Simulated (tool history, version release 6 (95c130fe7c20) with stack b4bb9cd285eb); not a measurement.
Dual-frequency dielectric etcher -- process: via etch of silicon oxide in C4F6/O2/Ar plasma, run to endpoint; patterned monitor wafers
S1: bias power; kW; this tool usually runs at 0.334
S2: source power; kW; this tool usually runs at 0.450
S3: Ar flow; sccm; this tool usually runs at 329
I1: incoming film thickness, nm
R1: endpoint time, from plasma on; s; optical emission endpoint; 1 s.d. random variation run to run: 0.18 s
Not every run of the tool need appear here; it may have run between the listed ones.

run,hour,S1,S2,S3,I1,R1
1,0.0,0.367,0.520,329,200.3,43.0
2,50.0,0.367,0.520,329,199.3,42.7
3,142.5,0.367,0.520,329,198.6,42.7
4,243.1,0.334,0.500,329,200.2,44.7
5,310.4,0.279,0.450,329,200.2,48.2
6,457.6,0.417,0.390,329,200.5,45.0
7,531.7,0.334,0.410,329,200.3,47.8
8,629.9,0.368,0.550,259,200.2,40.6
9,708.7,0.334,0.380,307,199.4,47.7
10,765.7,0.416,0.450,329,200.5,43.2
11,808.7,0.360,0.390,392,202.6,48.7
12,904.8,0.267,0.400,352,201.6,51.4
13,964.6,0.334,0.500,329,198.6,44.1
14,1043.2,0.387,0.520,272,197.3,40.7
15,1102.9,0.416,0.450,329,200.9,43.1
16,1198.8,0.397,0.510,265,200.5,41.2
17,1243.9,0.307,0.550,294,200.5,43.6
18,1345.8,0.416,0.520,284,200.0,40.9
19,1386.6,0.417,0.400,389,200.2,45.7
20,1439.0,0.334,0.450,354,202.9,47.0
21,1562.1,0.334,0.450,329,201.0,46.0
22,1782.1,0.250,0.530,329,201.0,47.1
23,1865.0,0.334,0.450,329,200.6,46.0
24,1950.5,0.334,0.450,329,201.4,46.5
25,2034.3,0.298,0.540,329,201.7,45.0
26,2126.7,0.382,0.540,409,198.6,42.5
27,2198.1,0.260,0.400,329,199.5,50.8
28,2274.3,0.404,0.340,286,200.7,47.2

Not shown: 7 entries that the log had between the listed runs. Between which runs, and how does the tool's hidden state differ before and after?
From run 5 to run 6: Ar flow controller replaced (hour 331.0); wet clean of the chamber (hour 410.8)
  the hidden state is the same at both runs
From run 15 to run 16: wet clean of the chamber (hour 1180.9)
  the hidden state is the same at both runs
From run 17 to run 18: source power generator calibrated (hour 1299.7)
  the hidden state is the same at both runs
From run 19 to run 20: bias power generator calibrated (hour 1406.1)
  the hidden state is the same at both runs
From run 23 to run 24: wet clean of the chamber (hour 1895.5)
  the hidden state is the same at both runs
From run 27 to run 28: Ar flow controller replaced (hour 2256.8)
  the hidden state is the same at both runs
